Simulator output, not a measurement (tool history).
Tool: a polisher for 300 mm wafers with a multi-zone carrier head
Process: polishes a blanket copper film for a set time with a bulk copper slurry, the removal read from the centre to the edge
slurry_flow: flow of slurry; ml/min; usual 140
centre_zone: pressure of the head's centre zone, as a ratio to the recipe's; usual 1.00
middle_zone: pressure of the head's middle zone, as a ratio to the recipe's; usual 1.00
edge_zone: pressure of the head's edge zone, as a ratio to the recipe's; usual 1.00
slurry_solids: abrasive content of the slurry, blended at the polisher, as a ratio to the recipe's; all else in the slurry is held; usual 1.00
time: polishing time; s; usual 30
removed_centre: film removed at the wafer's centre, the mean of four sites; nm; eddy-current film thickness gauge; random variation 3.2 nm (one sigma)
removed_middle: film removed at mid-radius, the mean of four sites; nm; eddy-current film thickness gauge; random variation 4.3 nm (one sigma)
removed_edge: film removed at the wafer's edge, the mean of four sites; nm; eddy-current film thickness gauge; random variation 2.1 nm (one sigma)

| run | hour | slurry_flow | centre_zone | middle_zone | edge_zone | slurry_solids | time | wafers since the last listed run | wafers polished on this pad | hours since the slurry nozzle was cleaned | hours since the centre zone pressure was calibrated | hours since the edge zone pressure was calibrated | hours since the carrier head's membrane was replaced | incoming thickness of the incoming film, nm | removed_centre | removed_middle | removed_edge |
|---|---|---|---|---|---|---|---|---|---|---|---|---|---|---|---|---|---|
| 1 | 0.0 | 140 | 1.00 | 1.00 | 1.00 | 1.00 | 30 | 0 | 141 | 126.7 | 416.8 | 623.4 | 53.7 | 4228.2 | 305.8 | 303.3 | 298.4 |
| 2 | 36.8 | 140 | 1.00 | 1.00 | 1.00 | 1.00 | 30 | 241 | 383 | 163.5 | 453.6 | 660.2 | 90.5 | 4247.6 | 303.1 | 289.3 | 295.3 |
| 3 | 109.4 | 140 | 1.00 | 1.00 | 1.00 | 1.00 | 30 | 475 | 858 | 236.1 | 526.2 | 732.8 | 163.1 | 4245.3 | 295.5 | 300.1 | 298.1 |
| 4 | 193.3 | 140 | 1.00 | 1.00 | 1.00 | 1.00 | 30 | 549 | 1408 | 320.0 | 610.1 | 816.7 | 247.0 | 4329.1 | 310.1 | 293.4 | 297.0 |
|  | 211.3 | edge zone pressure recalibrated |
| 5 | 287.6 | 140 | 1.00 | 1.00 | 1.00 | 1.00 | 30 | 604 | 2013 | 414.3 | 704.4 | 76.3 | 341.3 | 4306.4 | 309.9 | 304.0 | 299.9 |
|  | 382.3 | slurry nozzle cleaned |
|  | 409.8 | worn pad replaced by a new one |
| 6 | 448.0 | 140 | 1.00 | 1.00 | 1.00 | 1.00 | 30 | 1018 | 250 | 65.7 | 864.8 | 236.7 | 501.7 | 4239.3 | 316.1 | 297.5 | 301.2 |
| 7 | 520.8 | 140 | 1.00 | 1.00 | 1.00 | 1.00 | 30 | 477 | 727 | 138.5 | 937.6 | 309.5 | 574.5 | 4327.3 | 316.0 | 308.3 | 298.2 |
| 8 | 619.8 | 140 | 1.00 | 1.00 | 0.88 | 1.00 | 24 | 648 | 1376 | 237.5 | 1036.6 | 408.5 | 673.5 | 4179.0 | 258.4 | 240.0 | 227.5 |
|  | 701.8 | centre zone pressure recalibrated |
| 9 | 703.6 | 90 | 1.09 | 1.00 | 1.00 | 1.15 | 30 | 535 | 1912 | 321.3 | 1.8 | 492.3 | 757.3 | 4245.0 | 286.4 | 273.6 | 284.1 |
|  | 764.3 | carrier head's membrane replaced by a new one |
| 10 | 783.2 | 125 | 1.00 | 1.11 | 1.00 | 1.00 | 37 | 488 | 2401 | 400.9 | 81.4 | 571.9 | 18.9 | 4185.1 | 364.8 | 386.5 | 363.4 |
|  | 802.7 | worn pad replaced by a new one |
|  | 879.1 | edge zone pressure recalibrated |
| 11 | 890.0 | 140 | 0.88 | 1.08 | 1.00 | 0.80 | 30 | 660 | 559 | 507.7 | 188.2 | 10.9 | 125.7 | 4316.2 | 262.6 | 303.8 | 276.8 |
|  | 928.8 | slurry nozzle cleaned |
| 12 | 948.9 | 105 | 1.00 | 1.00 | 1.00 | 1.00 | 30 | 379 | 938 | 20.1 | 247.1 | 69.8 | 184.6 | 4268.1 | 274.5 | 283.4 | 286.6 |
| 13 | 996.9 | 180 | 1.00 | 1.00 | 0.92 | 1.00 | 30 | 314 | 1253 | 68.1 | 295.1 | 117.8 | 232.6 | 4285.9 | 317.3 | 320.6 | 300.5 |
| 14 | 1045.2 | 140 | 1.00 | 1.00 | 1.00 | 1.15 | 30 | 316 | 1569 | 116.4 | 343.4 | 166.1 | 280.9 | 4289.5 | 315.1 | 309.8 | 308.9 |
| 15 | 1081.2 | 140 | 1.00 | 1.00 | 1.00 | 1.00 | 30 | 235 | 1805 | 152.4 | 379.4 | 202.1 | 316.9 | 4178.1 | 299.3 | 296.7 | 299.6 |
| 16 | 1171.1 | 140 | 1.00 | 1.00 | 1.00 | 1.00 | 30 | 589 | 2394 | 242.3 | 469.3 | 292.0 | 406.8 | 4327.7 | 306.1 | 302.8 | 295.9 |
| 17 | 1216.3 | 95 | 1.07 | 0.89 | 1.06 | 1.00 | 30 | 296 | 2690 | 287.5 | 514.5 | 337.2 | 452.0 | 4303.9 | 286.5 | 245.3 | 283.4 |
|  | 1272.5 | worn pad replaced by a new one |
| 18 | 1291.0 | 140 | 1.00 | 1.00 | 1.04 | 1.00 | 30 | 463 | 121 | 362.2 | 589.2 | 411.9 | 526.7 | 4314.5 | 306.5 | 291.5 | 305.0 |
| 19 | 1336.0 | 100 | 0.96 | 1.00 | 1.00 | 1.00 | 30 | 294 | 416 | 407.2 | 634.2 | 456.9 | 571.7 | 4210.1 | 271.8 | 278.2 | 278.6 |
|  | 1404.7 | slurry nozzle cleaned |
| 20 | 1425.6 | 155 | 1.11 | 0.89 | 1.00 | 1.25 | 30 | 580 | 996 | 20.9 | 723.8 | 546.5 | 661.3 | 4264.6 | 370.2 | 297.2 | 320.8 |
|  | 1471.0 | carrier head's membrane replaced by a new one |
| 21 | 1510.9 | 140 | 1.00 | 1.00 | 1.00 | 1.00 | 30 | 526 | 1522 | 106.2 | 809.1 | 631.8 | 39.9 | 4214.0 | 313.9 | 301.9 | 296.1 |
| 22 | 1557.2 | 95 | 1.00 | 0.90 | 0.88 | 0.75 | 30 | 303 | 1826 | 152.5 | 855.4 | 678.1 | 86.2 | 4253.7 | 256.8 | 228.8 | 241.1 |

3 ways to go on from here, each from the tool as it stands after run 22. What would each give?
| A | 1557.6 | 140 | 1.00 | 1.00 | 1.00 | 1.00 | 30 | 2 | 1828 | 152.9 | 855.8 | 678.5 | 86.6 | 4286.2 | ? | ? | ? |
| B | 1557.6 | 140 | 0.92 | 1.11 | 1.00 | 0.85 | 38 | 2 | 1828 | 152.9 | 855.8 | 678.5 | 86.6 | 4286.2 | ? | ? | ? |
| C | 1557.6 | 140 | 0.89 | 0.88 | 1.00 | 1.00 | 30 | 2 | 1828 | 152.9 | 855.8 | 678.5 | 86.6 | 4286.2 | ? | ? | ? |

| run | removed_centre | removed_middle | removed_edge |
|---|---|---|---|
| A | 309.6 | 298.8 | 298.0 |
| B | 352.0 | 394.6 | 359.4 |
| C | 284.1 | 268.7 | 298.5 |
Without the tool's hidden state the same runs would have given:
| run | removed_centre | removed_middle | removed_edge |
|---|---|---|---|
| A | 292.4 | 298.9 | 298.0 |
| B | 332.4 | 394.7 | 359.4 |
| C | 268.2 | 268.8 | 298.5 |
